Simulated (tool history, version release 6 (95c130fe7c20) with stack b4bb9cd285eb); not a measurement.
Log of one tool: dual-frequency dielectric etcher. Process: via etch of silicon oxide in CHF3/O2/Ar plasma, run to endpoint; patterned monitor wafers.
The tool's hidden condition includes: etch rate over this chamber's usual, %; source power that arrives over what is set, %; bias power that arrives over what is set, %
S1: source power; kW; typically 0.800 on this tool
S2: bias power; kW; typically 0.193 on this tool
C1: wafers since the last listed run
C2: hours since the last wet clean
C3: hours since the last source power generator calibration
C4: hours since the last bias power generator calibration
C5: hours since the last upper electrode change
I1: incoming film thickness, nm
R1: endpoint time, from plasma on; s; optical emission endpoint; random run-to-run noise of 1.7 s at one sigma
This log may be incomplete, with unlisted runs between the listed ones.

Run 1, hour 0.0: usual settings; C1 0; C2 473.2; C3 2957.5; C4 1249.3; C5 4530.9; I1 586.3. Result: R1 236.9 s.
Run 2, hour 34.1: usual settings; C1 154; C2 507.3; C3 2991.6; C4 1283.4; C5 4565.0; I1 589.1. Result: R1 236.9 s.
Run 3, hour 68.6: usual settings; C1 156; C2 541.8; C3 3026.1; C4 1317.9; C5 4599.5; I1 583.8. Result: R1 237.6 s.
Run 4, hour 102.5: usual settings but S2 0.210 kW; C1 153; C2 575.7; C3 3060.0; C4 1351.8; C5 4633.4; I1 590.6. Result: R1 234.1 s.
At hour 138.1: wet clean of the chamber.
Run 5, hour 138.6: usual settings but S1 0.890 kW; C1 54; C2 0.5; C3 3096.1; C4 1387.9; C5 4669.5; I1 583.0. Result: R1 225.1 s.
Run 6, hour 160.5: usual settings but S1 0.890 kW; C1 99; C2 22.4; C3 3118.0; C4 1409.8; C5 4691.4; I1 588.5. Result: R1 230.7 s.
At hour 164.8: source power generator calibrated.
Run 7, hour 188.0: usual settings but S1 0.890 kW; C1 106; C2 49.9; C3 23.2; C4 1437.3; C5 4718.9; I1 583.7. Result: R1 229.3 s.
At hour 216.7: upper electrode replaced.
Run 8, hour 217.2: usual settings but S1 0.850 kW, S2 0.219 kW; C1 23; C2 79.1; C3 52.4; C4 1466.5; C5 0.5; I1 583.6. Result: R1 221.3 s.
Run 9, hour 244.2: usual settings; C1 122; C2 106.1; C3 79.4; C4 1493.5; C5 27.5; I1 585.8. Result: R1 235.7 s.
At hour 275.6: bias power generator calibrated.
Run 10, hour 276.0: usual settings; C1 125; C2 137.9; C3 111.2; C4 0.4; C5 59.3; I1 582.1. Result: R1 237.0 s.
Run 11, hour 297.0: usual settings but S1 0.710 kW; C1 95; C2 158.9; C3 132.2; C4 21.4; C5 80.3; I1 589.5. Result: R1 251.0 s.
Run 12, hour 328.6: usual settings but S1 0.960 kW; C1 143; C2 190.5; C3 163.8; C4 53.0; C5 111.9; I1 586.6. Result: R1 225.3 s.

Forecast run 13:
Run 13, hour 345.2: usual settings but S1 0.720 kW, S2 0.171 kW; C1 75; C2 207.1; C3 180.4; C4 69.6; C5 128.5; I1 583.5. Result: R1 ?.

Run 13 gave R1 256.6 s.
Had the tool carried no hidden state, the very same run would have given R1 256.6 s.
